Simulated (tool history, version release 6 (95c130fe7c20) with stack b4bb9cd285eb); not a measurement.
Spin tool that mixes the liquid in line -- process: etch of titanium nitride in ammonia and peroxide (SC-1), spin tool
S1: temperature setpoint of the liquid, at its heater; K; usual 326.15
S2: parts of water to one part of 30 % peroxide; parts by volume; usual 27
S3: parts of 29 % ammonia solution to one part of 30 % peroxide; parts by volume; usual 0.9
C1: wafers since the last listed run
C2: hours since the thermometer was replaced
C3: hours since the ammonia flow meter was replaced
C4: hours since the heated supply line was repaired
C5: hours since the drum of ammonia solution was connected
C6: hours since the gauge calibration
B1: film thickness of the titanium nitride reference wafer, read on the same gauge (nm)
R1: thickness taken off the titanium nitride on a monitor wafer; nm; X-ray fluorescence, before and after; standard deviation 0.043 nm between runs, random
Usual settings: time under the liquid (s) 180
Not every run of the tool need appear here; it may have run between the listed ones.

{"run": 1, "day": 0.0, "S1": 326.15, "S2": 27, "S3": 0.9, "time under the liquid (s)": 180, "C1": 0, "C2": 1126.2, "C3": 428.2, "C4": 2941.1, "C5": 131.1, "C6": 130.3, "B1": 79.93, "R1": 6.08}
{"run": 2, "day": 0.679, "S1": 326.15, "S2": 27, "S3": 0.9, "time under the liquid (s)": 180, "C1": 75, "C2": 1142.5, "C3": 444.5, "C4": 2957.4, "C5": 147.4, "C6": 146.6, "B1": 79.99, "R1": 6}
{"run": 3, "day": 1.617, "S1": 326.15, "S2": 27, "S3": 0.9, "time under the liquid (s)": 180, "C1": 103, "C2": 1165, "C3": 467, "C4": 2979.9, "C5": 169.9, "C6": 169.1, "B1": 79.97, "R1": 6}
{"day": 1.842, "done": "ammonia flow meter replaced"}
{"run": 4, "day": 2.388, "S1": 318.65, "S2": 27, "S3": 0.9, "time under the liquid (s)": 90, "C1": 80, "C2": 1183.5, "C3": 13.1, "C4": 2998.4, "C5": 188.4, "C6": 187.6, "B1": 79.93, "R1": 1.78}
{"run": 5, "day": 6.842, "S1": 318.65, "S2": 27, "S3": 0.9, "time under the liquid (s)": 90, "C1": 493, "C2": 1290.4, "C3": 120, "C4": 3105.3, "C5": 295.3, "C6": 294.5, "B1": 80, "R1": 1.79}
{"day": 6.958, "done": "new drum of ammonia solution connected"}
{"run": 6, "day": 7.683, "S1": 326.15, "S2": 27, "S3": 0.9, "time under the liquid (s)": 180, "C1": 88, "C2": 1310.6, "C3": 140.2, "C4": 3125.5, "C5": 17.4, "C6": 314.7, "B1": 80.01, "R1": 6.01}
{"run": 7, "day": 9.083, "S1": 320.65, "S2": 16.5, "S3": 0.9, "time under the liquid (s)": 215, "C1": 155, "C2": 1344.2, "C3": 173.8, "C4": 3159.1, "C5": 51, "C6": 348.3, "B1": 80, "R1": 6.31}
{"run": 8, "day": 9.758, "S1": 326.15, "S2": 27, "S3": 0.9, "time under the liquid (s)": 180, "C1": 74, "C2": 1360.4, "C3": 190, "C4": 3175.3, "C5": 67.2, "C6": 364.5, "B1": 80, "R1": 5.95}
{"run": 9, "day": 11.142, "S1": 318.65, "S2": 39.5, "S3": 1.15, "time under the liquid (s)": 150, "C1": 153, "C2": 1393.6, "C3": 223.2, "C4": 3208.5, "C5": 100.4, "C6": 397.7, "B1": 79.96, "R1": 2.44}
{"run": 10, "day": 11.804, "S1": 326.15, "S2": 27, "S3": 0.9, "time under the liquid (s)": 180, "C1": 73, "C2": 1409.5, "C3": 239.1, "C4": 3224.4, "C5": 116.3, "C6": 413.6, "B1": 80.02, "R1": 5.98}
{"run": 11, "day": 12.808, "S1": 320.15, "S2": 27, "S3": 0.5, "time under the liquid (s)": 180, "C1": 111, "C2": 1433.6, "C3": 263.2, "C4": 3248.5, "C5": 140.4, "C6": 437.7, "B1": 79.98, "R1": 3.49}
{"day": 13.904, "done": "thermometer replaced"}
{"run": 12, "day": 14.154, "S1": 322.15, "S2": 34, "S3": 1.2, "time under the liquid (s)": 270, "C1": 144, "C2": 6, "C3": 295.5, "C4": 3280.8, "C5": 172.7, "C6": 470, "B1": 79.96, "R1": 6.01}
{"run": 13, "day": 15.429, "S1": 332.15, "S2": 27, "S3": 0.9, "time under the liquid (s)": 180, "C1": 141, "C2": 36.6, "C3": 326.1, "C4": 3311.4, "C5": 203.3, "C6": 500.6, "B1": 80, "R1": 8.47}
{"day": 16.346, "done": "gauge calibrated"}
{"run": 14, "day": 16.7, "S1": 335.65, "S2": 39.5, "S3": 1.2, "time under the liquid (s)": 180, "C1": 140, "C2": 67.1, "C3": 356.6, "C4": 3341.9, "C5": 233.8, "C6": 8.5, "B1": 80.02, "R1": 9.15}
{"day": 17.133, "done": "heated supply line repaired"}
{"run": 15, "day": 17.221, "S1": 334.65, "S2": 17.5, "S3": 1.2, "time under the liquid (s)": 135, "C1": 53, "C2": 79.6, "C3": 369.1, "C4": 2.1, "C5": 246.3, "C6": 21, "B1": 80, "R1": 10.05}
{"run": 16, "day": 18.017, "S1": 319.15, "S2": 27, "S3": 0.9, "time under the liquid (s)": 145, "C1": 88, "C2": 98.7, "C3": 388.2, "C4": 21.2, "C5": 265.4, "C6": 40.1, "B1": 79.99, "R1": 2.78}
{"run": 17, "day": 18.638, "S1": 326.15, "S2": 27, "S3": 0.9, "time under the liquid (s)": 180, "C1": 68, "C2": 113.6, "C3": 403.1, "C4": 36.1, "C5": 280.3, "C6": 55, "B1": 80, "R1": 5.57}
{"day": 18.896, "done": "ammonia flow meter replaced"}
{"run": 18, "day": 19.496, "S1": 322.15, "S2": 27, "S3": 1.2, "time under the liquid (s)": 180, "C1": 90, "C2": 134.2, "C3": 14.4, "C4": 56.7, "C5": 300.9, "C6": 75.6, "B1": 80.01, "R1": 4.54}
{"day": 20.208, "done": "thermometer replaced, repeated, since the last time left the tool worse"}
{"run": 19, "day": 20.846, "S1": 318.65, "S2": 31, "S3": 1.05, "time under the liquid (s)": 125, "C1": 145, "C2": 15.3, "C3": 46.8, "C4": 89.1, "C5": 333.3, "C6": 108, "B1": 80.04, "R1": 2.54}

Estimate the outcome of run 20 from the log above:
{"day": 21.5, "done": "new drum of ammonia solution connected"}
{"run": 20, "day": 21.521, "S1": 326.15, "S2": 27, "S3": 0.9, "time under the liquid (s)": 215, "C1": 70, "C2": 31.5, "C3": 63, "C4": 105.3, "C5": 0.5, "C6": 124.2, "B1": "?", "R1": "?"}

{"run 20": {"B1": 79.97, "R1": 7.66}}
Without the tool's hidden state the same run would have given R1 7.71 nm.
